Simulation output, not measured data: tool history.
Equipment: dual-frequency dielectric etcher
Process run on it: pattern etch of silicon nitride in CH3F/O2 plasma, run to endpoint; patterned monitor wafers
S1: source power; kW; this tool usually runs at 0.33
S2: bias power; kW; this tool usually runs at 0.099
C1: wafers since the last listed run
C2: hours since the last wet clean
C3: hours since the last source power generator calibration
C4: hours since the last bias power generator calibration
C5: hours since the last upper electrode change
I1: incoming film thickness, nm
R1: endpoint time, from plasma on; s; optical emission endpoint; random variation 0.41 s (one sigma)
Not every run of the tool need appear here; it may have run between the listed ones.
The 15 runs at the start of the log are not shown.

| run | hour | S1 | S2 | C1 | C2 | C3 | C4 | C5 | I1 | R1 |
|---|---|---|---|---|---|---|---|---|---|---|
| 16 | 1038.1 | 0.26 | 0.124 | 462 | 485.4 | 1944.3 | 299.6 | 3324 | 96.2 | 106.1 |
| 17 | 1089.3 | 0.38 | 0.099 | 265 | 536.6 | 1995.5 | 350.8 | 3375.2 | 96.8 | 97.3 |
| 18 | 1128 | 0.26 | 0.116 | 200 | 575.3 | 2034.2 | 389.5 | 3413.9 | 95.7 | 109.7 |
|  | 1226.1 | wet clean of the chamber |
| 19 | 1227.2 | 0.41 | 0.099 | 390 | 1.1 | 2133.4 | 488.7 | 3513.1 | 96.7 | 90.5 |
| 20 | 1294.1 | 0.37 | 0.099 | 347 | 68 | 2200.3 | 555.6 | 3580 | 95.8 | 95.6 |
| 21 | 1391.8 | 0.4 | 0.08 | 506 | 165.7 | 2298 | 653.3 | 3677.7 | 96.4 | 103.4 |
| 22 | 1436.5 | 0.4 | 0.122 | 231 | 210.4 | 2342.7 | 698 | 3722.4 | 96.7 | 83.8 |
|  | 1467.1 | upper electrode replaced |
| 23 | 1482.8 | 0.31 | 0.122 | 115 | 256.7 | 2389 | 744.3 | 15.7 | 97.1 | 96.4 |
| 24 | 1533.5 | 0.25 | 0.116 | 263 | 307.4 | 2439.7 | 795 | 66.4 | 95.8 | 110.1 |
|  | 1676.6 | source power generator calibrated |
| 25 | 1834.1 | 0.33 | 0.074 | 1538 | 608 | 157.5 | 1095.6 | 367 | 96.4 | 121 |
| 26 | 1900.8 | 0.33 | 0.099 | 346 | 674.7 | 224.2 | 1162.3 | 433.7 | 95.3 | 104.1 |
|  | 1952.8 | wet clean of the chamber |
| 27 | 1973.7 | 0.28 | 0.08 | 253 | 20.9 | 297.1 | 1235.2 | 506.6 | 96.1 | 121.9 |
| 28 | 2044.4 | 0.33 | 0.099 | 366 | 91.6 | 367.8 | 1305.9 | 577.3 | 95.5 | 99.7 |
| 29 | 2145.3 | 0.37 | 0.088 | 523 | 192.5 | 468.7 | 1406.8 | 678.2 | 96.1 | 101.4 |
| 30 | 2214.7 | 0.33 | 0.099 | 360 | 261.9 | 538.1 | 1476.2 | 747.6 | 95.8 | 100.8 |
| 31 | 2278.5 | 0.27 | 0.111 | 330 | 325.7 | 601.9 | 1540 | 811.4 | 96.3 | 107.5 |
| 32 | 2375.1 | 0.26 | 0.099 | 501 | 422.3 | 698.5 | 1636.6 | 908 | 95.6 | 115.4 |
| 33 | 2439.7 | 0.3 | 0.074 | 335 | 486.9 | 763.1 | 1701.2 | 972.6 | 97 | 126.5 |
| 34 | 2516.6 | 0.33 | 0.082 | 398 | 563.8 | 840 | 1778.1 | 1049.5 | 97.2 | 114.3 |

Each row is a separate what-if for the run after 34, all from the same tool condition, not one after another. Results?
| A | 2517.1 | 0.33 | 0.077 | 2 | 564.3 | 840.5 | 1778.6 | 1050 | 96.2 | ? |
| B | 2517.1 | 0.3 | 0.079 | 2 | 564.3 | 840.5 | 1778.6 | 1050 | 96.2 | ? |
| C | 2517.1 | 0.28 | 0.075 | 2 | 564.3 | 840.5 | 1778.6 | 1050 | 96.2 | ? |
| D | 2517.1 | 0.41 | 0.075 | 2 | 564.3 | 840.5 | 1778.6 | 1050 | 96.2 | ? |
| E | 2517.1 | 0.39 | 0.108 | 2 | 564.3 | 840.5 | 1778.6 | 1050 | 96.2 | ? |

| run | R1 |
|---|---|
| A | 117.8 |
| B | 122.4 |
| C | 130.7 |
| D | 106.8 |
| E | 91.6 |
Without the tool's unlogged condition, the same runs would have read:
| run | R1 |
|---|---|
| A | 115.7 |
| B | 120.2 |
| C | 128.3 |
| D | 104.8 |
| E | 90 |
